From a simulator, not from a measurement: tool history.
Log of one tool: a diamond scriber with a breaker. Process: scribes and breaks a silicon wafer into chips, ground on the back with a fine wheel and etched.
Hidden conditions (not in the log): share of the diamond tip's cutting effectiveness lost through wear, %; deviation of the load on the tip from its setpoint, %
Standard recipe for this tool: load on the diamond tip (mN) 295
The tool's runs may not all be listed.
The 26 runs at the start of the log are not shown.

| run | hour | load on the diamond tip (mN) | wafers since the last listed run | hours since the diamond tip was replaced | hours since the load on the tip was calibrated | incoming depth of the damage left on the back of the incoming wafer, um | depth of the median crack under the scribed line (nm) | chips rejected at inspection after the break (%) |
|---|---|---|---|---|---|---|---|---|
| 27 | 378.4 | 226 | 12 | 135.0 | 148.2 | 0.38 | 10370 | 2.96 |
| 28 | 385.5 | 265 | 13 | 142.1 | 155.3 | 0.62 | 11380 | 1.22 |
| 29 | 395.8 | 340 | 19 | 152.4 | 165.6 | 0.46 | 13250 | 0.63 |
| 30 | 408.1 | 295 | 23 | 164.7 | 177.9 | 0.45 | 11750 | 0.57 |
| 31 | 421.7 | 219 | 25 | 178.3 | 191.5 | 0.76 | 9850 | 4.53 |
| 32 | 444.3 | 295 | 43 | 200.9 | 214.1 | 0.53 | 11680 | 0.68 |
| 33 | 454.3 | 336 | 19 | 210.9 | 224.1 | 0.76 | 12480 | 0.56 |
| 34 | 465.3 | 379 | 20 | 221.9 | 235.1 | 0.73 | 13710 | 1.39 |
| 35 | 471.4 | 379 | 11 | 228.0 | 241.2 | 0.41 | 13220 | 1.43 |
| 36 | 484.3 | 232 | 24 | 240.9 | 254.1 | 0.47 | 10380 | 3.28 |
| 37 | 492.0 | 346 | 14 | 248.6 | 261.8 | 0.35 | 12520 | 0.65 |
| 38 | 507.3 | 383 | 29 | 263.9 | 277.1 | 0.62 | 13340 | 1.27 |
| 39 | 523.1 | 379 | 30 | 279.7 | 292.9 | 0.67 | 13200 | 1.35 |
| 40 | 529.3 | 295 | 11 | 285.9 | 299.1 | 0.46 | 11700 | 0.70 |

Forecast each of these 5 alternatives for the next run:
| A | 529.9 | 331 | 1 | 286.5 | 299.7 | 0.60 | ? | ? |
| B | 529.9 | 352 | 1 | 286.5 | 299.7 | 0.60 | ? | ? |
| C | 529.9 | 324 | 1 | 286.5 | 299.7 | 0.60 | ? | ? |
| D | 529.9 | 244 | 1 | 286.5 | 299.7 | 0.60 | ? | ? |
| E | 529.9 | 235 | 1 | 286.5 | 299.7 | 0.60 | ? | ? |

| run | depth of the median crack under the scribed line (nm) | chips rejected at inspection after the break (%) |
|---|---|---|
| A | 12260 | 0.44 |
| B | 12680 | 0.61 |
| C | 12120 | 0.43 |
| D | 10450 | 2.64 |
| E | 10250 | 3.21 |
Without the tool's unlogged condition, the same runs would have read:
| run | depth of the median crack under the scribed line (nm) | chips rejected at inspection after the break (%) |
|---|---|---|
| A | 12930 | 0.80 |
| B | 13370 | 1.31 |
| C | 12780 | 0.68 |
| D | 11020 | 1.37 |
| E | 10810 | 1.77 |

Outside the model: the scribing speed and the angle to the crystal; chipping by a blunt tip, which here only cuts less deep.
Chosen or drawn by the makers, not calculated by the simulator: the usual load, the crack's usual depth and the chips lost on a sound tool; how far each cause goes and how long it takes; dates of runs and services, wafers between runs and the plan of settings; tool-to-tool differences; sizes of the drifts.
